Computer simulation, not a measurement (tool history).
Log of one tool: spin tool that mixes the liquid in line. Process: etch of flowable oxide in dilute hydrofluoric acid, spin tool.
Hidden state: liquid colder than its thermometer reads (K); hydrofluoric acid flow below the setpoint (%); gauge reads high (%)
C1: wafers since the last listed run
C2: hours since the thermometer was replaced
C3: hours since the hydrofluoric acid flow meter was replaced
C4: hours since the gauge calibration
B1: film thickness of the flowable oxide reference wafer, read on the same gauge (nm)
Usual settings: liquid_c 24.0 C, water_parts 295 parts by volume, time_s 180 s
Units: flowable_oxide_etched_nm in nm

{"run": 1, "hour": 0.0, "liquid_c": 25.0, "water_parts": 295, "time_s": 180, "C1": 0, "C2": 662.0, "C3": 169.3, "C4": 227.8, "B1": 69.99, "flowable_oxide_etched_nm": 14.2}
{"run": 2, "hour": 30.9, "liquid_c": 24.0, "water_parts": 295, "time_s": 155, "C1": 273, "C2": 692.9, "C3": 200.2, "C4": 258.7, "B1": 70.03, "flowable_oxide_etched_nm": 11.88}
{"run": 3, "hour": 111.7, "liquid_c": 24.0, "water_parts": 295, "time_s": 155, "C1": 716, "C2": 773.7, "C3": 281.0, "C4": 339.5, "B1": 69.99, "flowable_oxide_etched_nm": 11.83}
{"run": 4, "hour": 218.9, "liquid_c": 24.0, "water_parts": 295, "time_s": 155, "C1": 950, "C2": 880.9, "C3": 388.2, "C4": 446.7, "B1": 69.99, "flowable_oxide_etched_nm": 11.61}
{"run": 5, "hour": 234.2, "liquid_c": 24.0, "water_parts": 295, "time_s": 180, "C1": 135, "C2": 896.2, "C3": 403.5, "C4": 462.0, "B1": 69.98, "flowable_oxide_etched_nm": 13.57}
{"run": 6, "hour": 249.2, "liquid_c": 24.0, "water_parts": 295, "time_s": 180, "C1": 132, "C2": 911.2, "C3": 418.5, "C4": 477.0, "B1": 70.01, "flowable_oxide_etched_nm": 13.62}
{"run": 7, "hour": 266.7, "liquid_c": 24.0, "water_parts": 295, "time_s": 180, "C1": 155, "C2": 928.7, "C3": 436.0, "C4": 494.5, "B1": 70.02, "flowable_oxide_etched_nm": 13.56}
{"run": 8, "hour": 286.9, "liquid_c": 24.0, "water_parts": 295, "time_s": 180, "C1": 179, "C2": 948.9, "C3": 456.2, "C4": 514.7, "B1": 70.01, "flowable_oxide_etched_nm": 13.61}
{"run": 9, "hour": 314.0, "liquid_c": 24.0, "water_parts": 195, "time_s": 180, "C1": 240, "C2": 976.0, "C3": 483.3, "C4": 541.8, "B1": 70.01, "flowable_oxide_etched_nm": 22.5}
{"hour": 332.5, "done": "thermometer replaced"}
{"run": 10, "hour": 348.6, "liquid_c": 24.0, "water_parts": 195, "time_s": 180, "C1": 297, "C2": 16.1, "C3": 517.9, "C4": 576.4, "B1": 69.99, "flowable_oxide_etched_nm": 24.12}
{"run": 11, "hour": 372.1, "liquid_c": 24.0, "water_parts": 195, "time_s": 180, "C1": 208, "C2": 39.6, "C3": 541.4, "C4": 599.9, "B1": 70.04, "flowable_oxide_etched_nm": 23.86}
{"run": 12, "hour": 389.4, "liquid_c": 24.0, "water_parts": 295, "time_s": 180, "C1": 153, "C2": 56.9, "C3": 558.7, "C4": 617.2, "B1": 70.01, "flowable_oxide_etched_nm": 14.26}
{"run": 13, "hour": 417.5, "liquid_c": 24.0, "water_parts": 295, "time_s": 110, "C1": 249, "C2": 85.0, "C3": 586.8, "C4": 645.3, "B1": 70.02, "flowable_oxide_etched_nm": 8.7}
{"run": 14, "hour": 446.2, "liquid_c": 24.0, "water_parts": 295, "time_s": 110, "C1": 254, "C2": 113.7, "C3": 615.5, "C4": 674.0, "B1": 70.01, "flowable_oxide_etched_nm": 8.66}
{"run": 15, "hour": 473.6, "liquid_c": 20.5, "water_parts": 295, "time_s": 180, "C1": 242, "C2": 141.1, "C3": 642.9, "C4": 701.4, "B1": 70.01, "flowable_oxide_etched_nm": 12.39}
{"run": 16, "hour": 500.0, "liquid_c": 24.0, "water_parts": 295, "time_s": 105, "C1": 233, "C2": 167.5, "C3": 669.3, "C4": 727.8, "B1": 70.0, "flowable_oxide_etched_nm": 8.28}
{"run": 17, "hour": 530.6, "liquid_c": 28.0, "water_parts": 385, "time_s": 230, "C1": 271, "C2": 198.1, "C3": 699.9, "C4": 758.4, "B1": 70.0, "flowable_oxide_etched_nm": 14.53}
{"hour": 552.3, "done": "hydrofluoric acid flow meter replaced"}
{"run": 18, "hour": 558.4, "liquid_c": 24.0, "water_parts": 295, "time_s": 95, "C1": 237, "C2": 225.9, "C3": 6.1, "C4": 786.2, "B1": 70.01, "flowable_oxide_etched_nm": 7.43}
{"run": 19, "hour": 592.3, "liquid_c": 27.0, "water_parts": 435, "time_s": 225, "C1": 300, "C2": 259.8, "C3": 40.0, "C4": 820.1, "B1": 70.0, "flowable_oxide_etched_nm": 11.63}
{"hour": 602.0, "done": "gauge calibrated"}
{"run": 20, "hour": 647.6, "liquid_c": 22.5, "water_parts": 295, "time_s": 245, "C1": 490, "C2": 315.1, "C3": 95.3, "C4": 45.6, "B1": 69.99, "flowable_oxide_etched_nm": 18.11}
{"run": 21, "hour": 662.6, "liquid_c": 24.0, "water_parts": 195, "time_s": 180, "C1": 132, "C2": 330.1, "C3": 110.3, "C4": 60.6, "B1": 70.01, "flowable_oxide_etched_nm": 23.51}
{"run": 22, "hour": 693.7, "liquid_c": 24.0, "water_parts": 295, "time_s": 115, "C1": 275, "C2": 361.2, "C3": 141.4, "C4": 91.7, "B1": 69.98, "flowable_oxide_etched_nm": 8.83}
{"run": 23, "hour": 714.1, "liquid_c": 24.0, "water_parts": 295, "time_s": 115, "C1": 180, "C2": 381.6, "C3": 161.8, "C4": 112.1, "B1": 70.02, "flowable_oxide_etched_nm": 8.98}
{"run": 24, "hour": 735.8, "liquid_c": 20.0, "water_parts": 295, "time_s": 180, "C1": 192, "C2": 403.3, "C3": 183.5, "C4": 133.8, "B1": 70.01, "flowable_oxide_etched_nm": 12.12}

The next listed run, before its measurement:
{"run": 25, "hour": 750.2, "liquid_c": 29.0, "water_parts": 170, "time_s": 255, "C1": 127, "C2": 417.7, "C3": 197.9, "C4": 148.2, "B1": "?", "flowable_oxide_etched_nm": "?"}

{"run 25": {"B1": 70.01, "flowable_oxide_etched_nm": 46.72}}
Without the tool's hidden state the same run would have given flowable_oxide_etched_nm 47.98 nm.
